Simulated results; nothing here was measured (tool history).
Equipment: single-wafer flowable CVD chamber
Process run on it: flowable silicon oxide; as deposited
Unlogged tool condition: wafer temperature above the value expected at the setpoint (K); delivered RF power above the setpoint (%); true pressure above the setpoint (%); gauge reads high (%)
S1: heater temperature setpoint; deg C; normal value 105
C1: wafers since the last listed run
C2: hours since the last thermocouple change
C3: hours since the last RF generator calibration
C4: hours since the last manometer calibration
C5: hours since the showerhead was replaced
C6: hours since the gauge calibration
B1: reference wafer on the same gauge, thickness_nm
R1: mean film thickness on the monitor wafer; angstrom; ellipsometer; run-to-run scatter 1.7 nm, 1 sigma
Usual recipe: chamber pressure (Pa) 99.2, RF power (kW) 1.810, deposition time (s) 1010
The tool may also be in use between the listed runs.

run 1 hour=0.0 | S1=97 chamber_pressure_(Pa)=99.2 RF_power_(kW)=1.585 deposition_time_(s)=1010 | C1=0 C2=821.6 C3=695.4 C4=637.3 C5=2963.6 C6=560.5 | B1=396.099 | R1=5811.92
run 2 hour=31.2 | S1=105 chamber_pressure_(Pa)=99.2 RF_power_(kW)=1.810 deposition_time_(s)=1010 | C1=65 C2=852.8 C3=726.6 C4=668.5 C5=2994.8 C6=591.7 | B1=395.742 | R1=4378.71
run 3 hour=72.0 | S1=105 chamber_pressure_(Pa)=99.2 RF_power_(kW)=1.810 deposition_time_(s)=1010 | C1=85 C2=893.6 C3=767.4 C4=709.3 C5=3035.6 C6=632.5 | B1=396.011 | R1=4398.66
run 4 hour=113.3 | S1=105 chamber_pressure_(Pa)=99.2 RF_power_(kW)=1.810 deposition_time_(s)=1010 | C1=86 C2=934.9 C3=808.7 C4=750.6 C5=3076.9 C6=673.8 | B1=395.690 | R1=4437.83
run 5 hour=147.8 | S1=105 chamber_pressure_(Pa)=111.9 RF_power_(kW)=1.810 deposition_time_(s)=1010 | C1=72 C2=969.4 C3=843.2 C4=785.1 C5=3111.4 C6=708.3 | B1=395.665 | R1=4953.18
run 6 hour=186.1 | S1=105 chamber_pressure_(Pa)=111.9 RF_power_(kW)=1.810 deposition_time_(s)=1010 | C1=80 C2=1007.7 C3=881.5 C4=823.4 C5=3149.7 C6=746.6 | B1=395.992 | R1=4973.06
run 7 hour=237.1 | S1=105 chamber_pressure_(Pa)=99.2 RF_power_(kW)=1.930 deposition_time_(s)=1080 | C1=106 C2=1058.7 C3=932.5 C4=874.4 C5=3200.7 C6=797.6 | B1=395.259 | R1=4762.13
run 8 hour=261.3 | S1=105 chamber_pressure_(Pa)=99.2 RF_power_(kW)=1.930 deposition_time_(s)=1080 | C1=50 C2=1082.9 C3=956.7 C4=898.6 C5=3224.9 C6=821.8 | B1=396.266 | R1=4742.96
run 9 hour=296.3 | S1=105 chamber_pressure_(Pa)=99.2 RF_power_(kW)=1.930 deposition_time_(s)=1080 | C1=73 C2=1117.9 C3=991.7 C4=933.6 C5=3259.9 C6=856.8 | B1=395.694 | R1=4741.95
run 10 hour=335.0 | S1=105 chamber_pressure_(Pa)=99.2 RF_power_(kW)=1.810 deposition_time_(s)=1010 | C1=81 C2=1156.6 C3=1030.4 C4=972.3 C5=3298.6 C6=895.5 | B1=396.362 | R1=4435.95
-- hour=393.7 RF generator calibrated
run 11 hour=394.2 | S1=111 chamber_pressure_(Pa)=99.2 RF_power_(kW)=1.890 deposition_time_(s)=1010 | C1=107 C2=1215.8 C3=0.5 C4=1031.5 C5=3357.8 C6=954.7 | B1=396.039 | R1=3594.21
-- hour=412.3 capacitance manometer re-zeroed and calibrated
run 12 hour=447.4 | S1=105 chamber_pressure_(Pa)=81.1 RF_power_(kW)=1.810 deposition_time_(s)=1010 | C1=94 C2=1269.0 C3=53.7 C4=35.1 C5=3411.0 C6=1007.9 | B1=396.500 | R1=3631.50
run 13 hour=495.4 | S1=105 chamber_pressure_(Pa)=99.2 RF_power_(kW)=1.810 deposition_time_(s)=1010 | C1=100 C2=1317.0 C3=101.7 C4=83.1 C5=3459.0 C6=1055.9 | B1=396.416 | R1=4463.29
-- hour=511.1 showerhead replaced
run 14 hour=559.1 | S1=105 chamber_pressure_(Pa)=107.5 RF_power_(kW)=1.810 deposition_time_(s)=1010 | C1=116 C2=1380.7 C3=165.4 C4=146.8 C5=48.0 C6=1119.6 | B1=395.509 | R1=4820.71
run 15 hour=615.8 | S1=105 chamber_pressure_(Pa)=79.2 RF_power_(kW)=1.810 deposition_time_(s)=1010 | C1=118 C2=1437.4 C3=222.1 C4=203.5 C5=104.7 C6=1176.3 | B1=396.592 | R1=3579.81
run 16 hour=644.1 | S1=105 chamber_pressure_(Pa)=75.7 RF_power_(kW)=1.810 deposition_time_(s)=1010 | C1=59 C2=1465.7 C3=250.4 C4=231.8 C5=133.0 C6=1204.6 | B1=395.828 | R1=3424.12
run 17 hour=695.2 | S1=111 chamber_pressure_(Pa)=99.2 RF_power_(kW)=1.810 deposition_time_(s)=1120 | C1=107 C2=1516.8 C3=301.5 C4=282.9 C5=184.1 C6=1255.7 | B1=396.137 | R1=3941.13
run 18 hour=722.4 | S1=105 chamber_pressure_(Pa)=99.2 RF_power_(kW)=2.020 deposition_time_(s)=1010 | C1=57 C2=1544.0 C3=328.7 C4=310.1 C5=211.3 C6=1282.9 | B1=395.924 | R1=4535.05
run 19 hour=782.2 | S1=105 chamber_pressure_(Pa)=99.2 RF_power_(kW)=1.700 deposition_time_(s)=1010 | C1=125 C2=1603.8 C3=388.5 C4=369.9 C5=271.1 C6=1342.7 | B1=396.429 | R1=4378.96
run 20 hour=928.6 | S1=105 chamber_pressure_(Pa)=99.2 RF_power_(kW)=1.810 deposition_time_(s)=1010 | C1=307 C2=1750.2 C3=534.9 C4=516.3 C5=417.5 C6=1489.1 | B1=395.704 | R1=4483.91
-- hour=954.1 thermocouple changed; heater temperature recalibrated
run 21 hour=961.6 | S1=93 chamber_pressure_(Pa)=114.9 RF_power_(kW)=1.810 deposition_time_(s)=810 | C1=52 C2=7.5 C3=567.9 C4=549.3 C5=450.5 C6=1522.1 | B1=396.280 | R1=6099.55
run 22 hour=1017.2 | S1=105 chamber_pressure_(Pa)=99.2 RF_power_(kW)=1.810 deposition_time_(s)=1010 | C1=116 C2=63.1 C3=623.5 C4=604.9 C5=506.1 C6=1577.7 | B1=395.685 | R1=4201.49
-- hour=1057.5 gauge calibrated
run 23 hour=1076.4 | S1=105 chamber_pressure_(Pa)=99.2 RF_power_(kW)=1.810 deposition_time_(s)=1010 | C1=124 C2=122.3 C3=682.7 C4=664.1 C5=565.3 C6=18.9 | B1=395.662 | R1=4236.40
run 24 hour=1121.7 | S1=105 chamber_pressure_(Pa)=82.9 RF_power_(kW)=1.810 deposition_time_(s)=830 | C1=95 C2=167.6 C3=728.0 C4=709.4 C5=610.6 C6=64.2 | B1=395.853 | R1=2909.96
run 25 hour=1152.5 | S1=119 chamber_pressure_(Pa)=99.2 RF_power_(kW)=2.090 deposition_time_(s)=1080 | C1=64 C2=198.4 C3=758.8 C4=740.2 C5=641.4 C6=95.0 | B1=396.320 | R1=2802.23
run 26 hour=1335.0 | S1=105 chamber_pressure_(Pa)=77.1 RF_power_(kW)=1.810 deposition_time_(s)=1010 | C1=382 C2=380.9 C3=941.3 C4=922.7 C5=823.9 C6=277.5 | B1=395.259 | R1=3309.29
run 27 hour=1376.0 | S1=95 chamber_pressure_(Pa)=91.5 RF_power_(kW)=1.810 deposition_time_(s)=840 | C1=85 C2=421.9 C3=982.3 C4=963.7 C5=864.9 C6=318.5 | B1=396.311 | R1=4760.97
run 28 hour=1426.5 | S1=98 chamber_pressure_(Pa)=78.8 RF_power_(kW)=1.810 deposition_time_(s)=1010 | C1=105 C2=472.4 C3=1032.8 C4=1014.2 C5=915.4 C6=369.0 | B1=396.262 | R1=4469.14

4 options for the next run, each taken on its own from the tool as it stands now. Forecast them:
run A hour=1427.2 | S1=110 chamber_pressure_(Pa)=99.2 RF_power_(kW)=1.810 deposition_time_(s)=1010 | C1=1 C2=473.1 C3=1033.5 C4=1014.9 C5=916.1 C6=369.7 | B1=? | R1=?
run B hour=1427.2 | S1=105 chamber_pressure_(Pa)=111.2 RF_power_(kW)=1.810 deposition_time_(s)=1010 | C1=1 C2=473.1 C3=1033.5 C4=1014.9 C5=916.1 C6=369.7 | B1=? | R1=?
run C hour=1427.2 | S1=110 chamber_pressure_(Pa)=99.2 RF_power_(kW)=1.810 deposition_time_(s)=950 | C1=1 C2=473.1 C3=1033.5 C4=1014.9 C5=916.1 C6=369.7 | B1=? | R1=?
run D hour=1427.2 | S1=105 chamber_pressure_(Pa)=99.2 RF_power_(kW)=1.810 deposition_time_(s)=930 | C1=1 C2=473.1 C3=1033.5 C4=1014.9 C5=916.1 C6=369.7 | B1=? | R1=?

run=A B1=396.004 R1=3582.18
run=B B1=396.004 R1=4838.89
run=C B1=396.004 R1=3369.37
run=D B1=396.004 R1=3972.83
Without the tool's unlogged condition, the same runs would have read:
run=A R1=3549.39
run=B R1=4788.72
run=C R1=3338.53
run=D R1=3931.64

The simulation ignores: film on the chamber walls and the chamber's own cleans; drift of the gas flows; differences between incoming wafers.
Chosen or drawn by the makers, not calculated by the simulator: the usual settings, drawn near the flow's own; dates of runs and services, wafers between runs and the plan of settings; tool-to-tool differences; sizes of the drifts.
